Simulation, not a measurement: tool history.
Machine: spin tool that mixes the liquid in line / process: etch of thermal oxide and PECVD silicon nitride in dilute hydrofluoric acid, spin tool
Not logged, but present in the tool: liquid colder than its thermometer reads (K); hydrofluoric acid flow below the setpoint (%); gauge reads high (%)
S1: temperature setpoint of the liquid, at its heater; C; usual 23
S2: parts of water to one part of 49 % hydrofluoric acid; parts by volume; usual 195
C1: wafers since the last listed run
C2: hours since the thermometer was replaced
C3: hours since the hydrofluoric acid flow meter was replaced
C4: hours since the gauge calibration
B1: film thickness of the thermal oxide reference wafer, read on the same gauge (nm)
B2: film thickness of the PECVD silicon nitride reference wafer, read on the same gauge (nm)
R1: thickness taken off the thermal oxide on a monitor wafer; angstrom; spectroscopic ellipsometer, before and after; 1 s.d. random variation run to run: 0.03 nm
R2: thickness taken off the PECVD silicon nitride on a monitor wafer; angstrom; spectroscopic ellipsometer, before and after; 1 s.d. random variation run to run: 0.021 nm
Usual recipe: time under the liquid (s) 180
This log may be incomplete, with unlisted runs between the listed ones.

run 1 hour=0 | S1=23 S2=195 time_under_the_liquid_(s)=180 | C1=0 C2=3.3 C3=55 C4=976.8 | B1=145.644 B2=104.054 | R1=37.66 R2=14.87
run 2 hour=18.6 | S1=23 S2=195 time_under_the_liquid_(s)=180 | C1=173 C2=21.9 C3=73.6 C4=995.4 | B1=145.864 B2=104.168 | R1=37.08 R2=14.63
run 3 hour=53 | S1=23 S2=195 time_under_the_liquid_(s)=180 | C1=321 C2=56.3 C3=108 C4=1029.8 | B1=146.223 B2=104.452 | R1=38.21 R2=14.22
run 4 hour=74.7 | S1=23 S2=195 time_under_the_liquid_(s)=180 | C1=202 C2=78 C3=129.7 C4=1051.5 | B1=146.431 B2=104.619 | R1=37.92 R2=14.6
run 5 hour=87.6 | S1=19 S2=195 time_under_the_liquid_(s)=75 | C1=120 C2=90.9 C3=142.6 C4=1064.4 | B1=146.585 B2=104.717 | R1=13.42 R2=4.74
run 6 hour=100.1 | S1=23 S2=280 time_under_the_liquid_(s)=180 | C1=116 C2=103.4 C3=155.1 C4=1076.9 | B1=146.75 B2=104.802 | R1=23.89 R2=10.62
run 7 hour=115.5 | S1=21.5 S2=195 time_under_the_liquid_(s)=180 | C1=143 C2=118.8 C3=170.5 C4=1092.3 | B1=146.913 B2=104.916 | R1=35.62 R2=13.47
run 8 hour=164.3 | S1=23 S2=235 time_under_the_liquid_(s)=180 | C1=455 C2=167.6 C3=219.3 C4=1141.1 | B1=147.491 B2=105.33 | R1=30.04 R2=12.22
run 9 hour=192.1 | S1=23 S2=250 time_under_the_liquid_(s)=85 | C1=259 C2=195.4 C3=247.1 C4=1168.9 | B1=147.816 B2=105.576 | R1=13.21 R2=5.44
run 10 hour=211.5 | S1=23 S2=195 time_under_the_liquid_(s)=110 | C1=181 C2=214.8 C3=266.5 C4=1188.3 | B1=148.038 B2=105.737 | R1=23.74 R2=8.87
run 11 hour=246.9 | S1=23 S2=265 time_under_the_liquid_(s)=270 | C1=330 C2=250.2 C3=301.9 C4=1223.7 | B1=148.483 B2=106.076 | R1=39.21 R2=16.69
-- hour=258.6 gauge calibrated
run 12 hour=277.5 | S1=23 S2=195 time_under_the_liquid_(s)=180 | C1=285 C2=280.8 C3=332.5 C4=18.9 | B1=139.527 B2=99.668 | R1=35.79 R2=13.95
run 13 hour=293.8 | S1=27 S2=195 time_under_the_liquid_(s)=280 | C1=152 C2=297.1 C3=348.8 C4=35.2 | B1=139.526 B2=99.662 | R1=64.8 R2=26.98
run 14 hour=320.4 | S1=23 S2=195 time_under_the_liquid_(s)=180 | C1=248 C2=323.7 C3=375.4 C4=61.8 | B1=139.554 B2=99.673 | R1=36.02 R2=13.84
run 15 hour=340.9 | S1=23 S2=195 time_under_the_liquid_(s)=180 | C1=191 C2=344.2 C3=395.9 C4=82.3 | B1=139.533 B2=99.683 | R1=35.34 R2=13.75
run 16 hour=355.1 | S1=19 S2=245 time_under_the_liquid_(s)=180 | C1=132 C2=358.4 C3=410.1 C4=96.5 | B1=139.601 B2=99.682 | R1=23.1 R2=8.36
run 17 hour=368.2 | S1=18.5 S2=235 time_under_the_liquid_(s)=110 | C1=122 C2=371.5 C3=423.2 C4=109.6 | B1=139.586 B2=99.693 | R1=14.75 R2=5.31
run 18 hour=386.9 | S1=27 S2=130 time_under_the_liquid_(s)=225 | C1=174 C2=390.2 C3=441.9 C4=128.3 | B1=139.6 B2=99.729 | R1=84.31 R2=34.52
run 19 hour=422.1 | S1=23 S2=195 time_under_the_liquid_(s)=180 | C1=328 C2=425.4 C3=477.1 C4=163.5 | B1=139.643 B2=99.761 | R1=36.37 R2=13.89
run 20 hour=454.5 | S1=20.5 S2=160 time_under_the_liquid_(s)=180 | C1=302 C2=457.8 C3=509.5 C4=195.9 | B1=139.724 B2=99.789 | R1=40.52 R2=14.24
run 21 hour=482.2 | S1=23 S2=195 time_under_the_liquid_(s)=180 | C1=258 C2=485.5 C3=537.2 C4=223.6 | B1=139.783 B2=99.869 | R1=36.3 R2=13.72
run 22 hour=499.5 | S1=23 S2=195 time_under_the_liquid_(s)=180 | C1=161 C2=502.8 C3=554.5 C4=240.9 | B1=139.825 B2=99.887 | R1=36.28 R2=14.28
run 23 hour=534.2 | S1=23 S2=140 time_under_the_liquid_(s)=120 | C1=323 C2=537.5 C3=589.2 C4=275.6 | B1=139.909 B2=99.941 | R1=35.45 R2=13.16
run 24 hour=553.3 | S1=25.5 S2=240 time_under_the_liquid_(s)=265 | C1=178 C2=556.6 C3=608.3 C4=294.7 | B1=139.974 B2=99.981 | R1=45.1 R2=18.92
run 25 hour=567.2 | S1=18 S2=135 time_under_the_liquid_(s)=180 | C1=129 C2=570.5 C3=622.2 C4=308.6 | B1=139.995 B2=100.008 | R1=45.42 R2=14.26

Run by run, hidden condition taken away, random variation retained:
run=1 R1=36.19 R2=14.29
run=2 R1=35.59 R2=14.04
run=3 R1=36.58 R2=13.62
run=4 R1=36.25 R2=13.96
run=5 R1=12.82 R2=4.53
run=6 R1=22.8 R2=10.13
run=7 R1=33.94 R2=12.84
run=8 R1=28.51 R2=11.6
run=9 R1=12.52 R2=5.15
run=10 R1=22.45 R2=8.39
run=11 R1=36.97 R2=15.73
run=12 R1=35.92 R2=14
run=13 R1=65.02 R2=27.07
run=14 R1=36.14 R2=13.88
run=15 R1=35.46 R2=13.79
run=16 R1=23.18 R2=8.38
run=17 R1=14.79 R2=5.33
run=18 R1=84.54 R2=34.62
run=19 R1=36.46 R2=13.92
run=20 R1=40.6 R2=14.27
run=21 R1=36.35 R2=13.74
run=22 R1=36.33 R2=14.3
run=23 R1=35.47 R2=13.17
run=24 R1=45.11 R2=18.92
run=25 R1=45.42 R2=14.25
